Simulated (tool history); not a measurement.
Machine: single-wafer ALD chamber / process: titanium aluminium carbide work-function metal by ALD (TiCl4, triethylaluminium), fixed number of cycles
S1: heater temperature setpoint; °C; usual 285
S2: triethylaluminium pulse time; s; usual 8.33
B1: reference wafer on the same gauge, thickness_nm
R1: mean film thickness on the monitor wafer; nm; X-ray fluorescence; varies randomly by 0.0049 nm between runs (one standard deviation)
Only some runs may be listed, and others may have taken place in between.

{"run": 1, "day": 0.0, "S1": 285, "S2": 7.28, "B1": 1.81, "R1": 1.808}
{"run": 2, "day": 0.479, "S1": 285, "S2": 7.28, "B1": 1.811, "R1": 1.803}
{"run": 3, "day": 1.129, "S1": 285, "S2": 7.28, "B1": 1.81, "R1": 1.804}
{"run": 4, "day": 1.867, "S1": 285, "S2": 8.33, "B1": 1.81, "R1": 1.845}
{"run": 5, "day": 2.233, "S1": 285, "S2": 8.33, "B1": 1.81, "R1": 1.84}
{"run": 6, "day": 2.767, "S1": 293, "S2": 8.33, "B1": 1.81, "R1": 1.927}
{"run": 7, "day": 3.167, "S1": 293, "S2": 8.33, "B1": 1.81, "R1": 1.924}
{"run": 8, "day": 3.492, "S1": 285, "S2": 8.33, "B1": 1.81, "R1": 1.848}
{"run": 9, "day": 3.979, "S1": 285, "S2": 8.33, "B1": 1.81, "R1": 1.829}
{"run": 10, "day": 4.346, "S1": 285, "S2": 8.33, "B1": 1.811, "R1": 1.836}
{"run": 11, "day": 4.817, "S1": 282, "S2": 6.85, "B1": 1.809, "R1": 1.735}
{"run": 12, "day": 5.796, "S1": 282, "S2": 6.85, "B1": 1.811, "R1": 1.737}
{"run": 13, "day": 6.504, "S1": 295, "S2": 11.51, "B1": 1.81, "R1": 2.054}
{"run": 14, "day": 6.85, "S1": 278, "S2": 9.88, "B1": 1.81, "R1": 1.822}
{"run": 15, "day": 7.392, "S1": 285, "S2": 8.33, "B1": 1.81, "R1": 1.832}
{"run": 16, "day": 8.038, "S1": 285, "S2": 8.33, "B1": 1.809, "R1": 1.832}
{"run": 17, "day": 8.367, "S1": 299, "S2": 6.01, "B1": 1.81, "R1": 1.827}

Run 18 has not been measured yet. What should we expect?
{"run": 18, "day": 9.058, "S1": 285, "S2": 6.63, "B1": "?", "R1": "?"}

{"run 18": {"B1": 1.81, "R1": 1.742}}
Without the tool's hidden state the same run would have given R1 1.925 nm.

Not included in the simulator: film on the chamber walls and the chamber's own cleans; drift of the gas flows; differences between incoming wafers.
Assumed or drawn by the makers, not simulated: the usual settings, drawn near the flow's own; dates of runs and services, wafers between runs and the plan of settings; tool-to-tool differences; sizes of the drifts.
